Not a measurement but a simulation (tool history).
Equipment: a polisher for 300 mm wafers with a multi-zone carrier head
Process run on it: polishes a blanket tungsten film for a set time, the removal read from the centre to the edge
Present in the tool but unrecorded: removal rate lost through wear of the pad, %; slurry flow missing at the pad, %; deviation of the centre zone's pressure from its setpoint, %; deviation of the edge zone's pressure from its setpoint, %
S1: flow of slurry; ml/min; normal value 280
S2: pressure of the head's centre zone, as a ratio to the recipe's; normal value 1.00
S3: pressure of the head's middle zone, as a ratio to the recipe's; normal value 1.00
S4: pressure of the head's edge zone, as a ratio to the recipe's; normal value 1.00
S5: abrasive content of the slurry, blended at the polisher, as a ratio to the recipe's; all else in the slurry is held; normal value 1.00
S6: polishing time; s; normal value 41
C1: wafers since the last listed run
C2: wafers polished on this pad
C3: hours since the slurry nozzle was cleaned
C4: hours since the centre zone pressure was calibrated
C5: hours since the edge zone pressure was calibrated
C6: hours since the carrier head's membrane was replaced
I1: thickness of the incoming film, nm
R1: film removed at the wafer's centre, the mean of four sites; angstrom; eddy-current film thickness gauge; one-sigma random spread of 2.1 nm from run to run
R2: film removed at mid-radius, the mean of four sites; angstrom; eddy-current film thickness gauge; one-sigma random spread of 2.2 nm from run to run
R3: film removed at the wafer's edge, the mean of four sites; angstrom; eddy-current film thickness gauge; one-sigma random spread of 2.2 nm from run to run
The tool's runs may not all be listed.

Run 1, hour 0.0: usual settings but S1 210 ml/min, S3 1.08, S6 35 s; C1 0; C2 7590; C3 261.8; C4 256.0; C5 499.4; C6 1245.0; I1 720.8. Result: R1 1598 angstrom, R2 1753 angstrom, R3 1658 angstrom.
At hour 6.5: worn pad replaced by a new one.
Run 2, hour 63.3: usual settings but S6 34 s; C1 871; C2 833; C3 325.1; C4 319.3; C5 562.7; C6 1308.3; I1 728.7. Result: R1 1612 angstrom, R2 1677 angstrom, R3 1666 angstrom.
Run 3, hour 129.4: usual settings but S2 0.93, S4 0.94; C1 971; C2 1804; C3 391.2; C4 385.4; C5 628.8; C6 1374.4; I1 738.9. Result: R1 1780 angstrom, R2 1981 angstrom, R3 1898 angstrom.
Run 4, hour 221.6: usual settings; C1 1354; C2 3159; C3 483.4; C4 477.6; C5 721.0; C6 1466.6; I1 723.7. Result: R1 1833 angstrom, R2 1970 angstrom, R3 1988 angstrom.
Run 5, hour 268.5: usual settings but S1 195 ml/min, S2 0.97, S3 0.97; C1 689; C2 3848; C3 530.3; C4 524.5; C5 767.9; C6 1513.5; I1 721.5. Result: R1 1638 angstrom, R2 1743 angstrom, R3 1858 angstrom.
Run 6, hour 315.0: usual settings but S1 240 ml/min, S5 0.75; C1 683; C2 4531; C3 576.8; C4 571.0; C5 814.4; C6 1560.0; I1 730.3. Result: R1 1556 angstrom, R2 1670 angstrom, R3 1679 angstrom.
At hour 323.1: slurry nozzle cleaned.
At hour 336.3: edge zone pressure recalibrated.
Run 7, hour 371.9: usual settings but S2 1.07, S3 0.94, S4 0.89, S5 1.25; C1 791; C2 5323; C3 48.8; C4 627.9; C5 35.6; C6 1616.9; I1 732.3. Result: R1 2126 angstrom, R2 2095 angstrom, R3 2039 angstrom.
Run 8, hour 408.6: usual settings; C1 539; C2 5862; C3 85.5; C4 664.6; C5 72.3; C6 1653.6; I1 723.6. Result: R1 1891 angstrom, R2 2019 angstrom, R3 2011 angstrom.
At hour 427.1: carrier head's membrane replaced by a new one.
Run 9, hour 477.6: usual settings but S2 1.05, S3 1.04; C1 940; C2 6802; C3 154.5; C4 733.6; C5 141.3; C6 50.5; I1 726.4. Result: R1 1900 angstrom, R2 2077 angstrom, R3 1961 angstrom.
Run 10, hour 520.5: usual settings but S4 0.93, S5 1.15, S6 54 s; C1 630; C2 7433; C3 197.4; C4 776.5; C5 184.2; C6 93.4; I1 722.4. Result: R1 2497 angstrom, R2 2760 angstrom, R3 2679 angstrom.
At hour 543.3: centre zone pressure recalibrated.
At hour 575.2: worn pad replaced by a new one.
Run 11, hour 703.3: usual settings but S5 0.75, S6 53 s; C1 2597; C2 1881; C3 380.2; C4 160.0; C5 367.0; C6 276.2; I1 729.6. Result: R1 2322 angstrom, R2 2329 angstrom, R3 2326 angstrom.
Run 12, hour 758.8: usual settings but S2 1.07, S3 0.94, S6 54 s; C1 815; C2 2696; C3 435.7; C4 215.5; C5 422.5; C6 331.7; I1 737.7. Result: R1 2741 angstrom, R2 2473 angstrom, R3 2578 angstrom.
Run 13, hour 861.8: usual settings but S4 1.07; C1 1513; C2 4209; C3 538.7; C4 318.5; C5 525.5; C6 434.7; I1 733.7. Result: R1 1841 angstrom, R2 1919 angstrom, R3 2020 angstrom.
Run 14, hour 898.5: usual settings but S2 1.08, S3 1.07, S4 1.05, S5 1.15; C1 539; C2 4748; C3 575.4; C4 355.2; C5 562.2; C6 471.4; I1 741.6. Result: R1 2106 angstrom, R2 2117 angstrom, R3 2007 angstrom.
Run 15, hour 959.6: usual settings but S2 0.95; C1 897; C2 5646; C3 636.5; C4 416.3; C5 623.3; C6 532.5; I1 728.3. Result: R1 1707 angstrom, R2 1884 angstrom, R3 1876 angstrom.
At hour 969.0: slurry nozzle cleaned.
At hour 1114.9: edge zone pressure recalibrated.
Run 16, hour 1118.4: usual settings; C1 2288; C2 7935; C3 149.4; C4 575.1; C5 3.5; C6 691.3; I1 729.2. Result: R1 1939 angstrom, R2 2053 angstrom, R3 1955 angstrom.
At hour 1162.5: worn pad replaced by a new one.
Run 17, hour 1214.4: usual settings but S1 195 ml/min, S2 0.89, S3 1.10, S6 32 s; C1 1351; C2 761; C3 245.4; C4 671.1; C5 99.5; C6 787.3; I1 729.4. Result: R1 1224 angstrom, R2 1677 angstrom, R3 1511 angstrom.
Run 18, hour 1312.8: usual settings but S2 0.96; C1 1445; C2 2207; C3 343.8; C4 769.5; C5 197.9; C6 885.7; I1 716.9. Result: R1 1736 angstrom, R2 1961 angstrom, R3 1994 angstrom.
At hour 1326.1: centre zone pressure recalibrated.
Run 19, hour 1447.5: usual settings but S1 320 ml/min, S6 37 s; C1 1949; C2 4156; C3 478.5; C4 121.4; C5 332.6; C6 1020.4; I1 726.6. Result: R1 1783 angstrom, R2 1788 angstrom, R3 1800 angstrom.
Run 20, hour 1536.8: usual settings; C1 1311; C2 5468; C3 567.8; C4 210.7; C5 421.9; C6 1109.7; I1 743.7. Result: R1 1870 angstrom, R2 1888 angstrom, R3 1882 angstrom.

What if the next run were any one of these 5? Each begins from the tool's condition after run 20:
Run A, hour 1537.2: usual settings; C1 5; C2 5474; C3 568.2; C4 211.1; C5 422.3; C6 1110.1; I1 740.0. Result: R1 ?, R2 ?, R3 ?.
Run B, hour 1537.2: usual settings but S3 1.12, S4 0.90; C1 5; C2 5474; C3 568.2; C4 211.1; C5 422.3; C6 1110.1; I1 740.0. Result: R1 ?, R2 ?, R3 ?.
Run C, hour 1537.2: usual settings but S1 345 ml/min; C1 5; C2 5474; C3 568.2; C4 211.1; C5 422.3; C6 1110.1; I1 740.0. Result: R1 ?, R2 ?, R3 ?.
Run D, hour 1537.2: usual settings but S6 54 s; C1 5; C2 5474; C3 568.2; C4 211.1; C5 422.3; C6 1110.1; I1 740.0. Result: R1 ?, R2 ?, R3 ?.
Run E, hour 1537.2: usual settings but S1 250 ml/min, S4 1.11, S5 0.80; C1 5; C2 5474; C3 568.2; C4 211.1; C5 422.3; C6 1110.1; I1 740.0. Result: R1 ?, R2 ?, R3 ?.

run    R1    R2    R3
  A  1875  1949  1949
  B  1877  2147  1852
  C  1943  2012  1995
  D  2470  2567  2567
  E  1699  1770  1874
Had the tool no hidden state, the same runs would have come out as:
run    R1    R2    R3
  A  2026  2085  2050
  B  2028  2296  1947
  C  2070  2125  2080
  D  2669  2746  2699
  E  1852  1908  1981
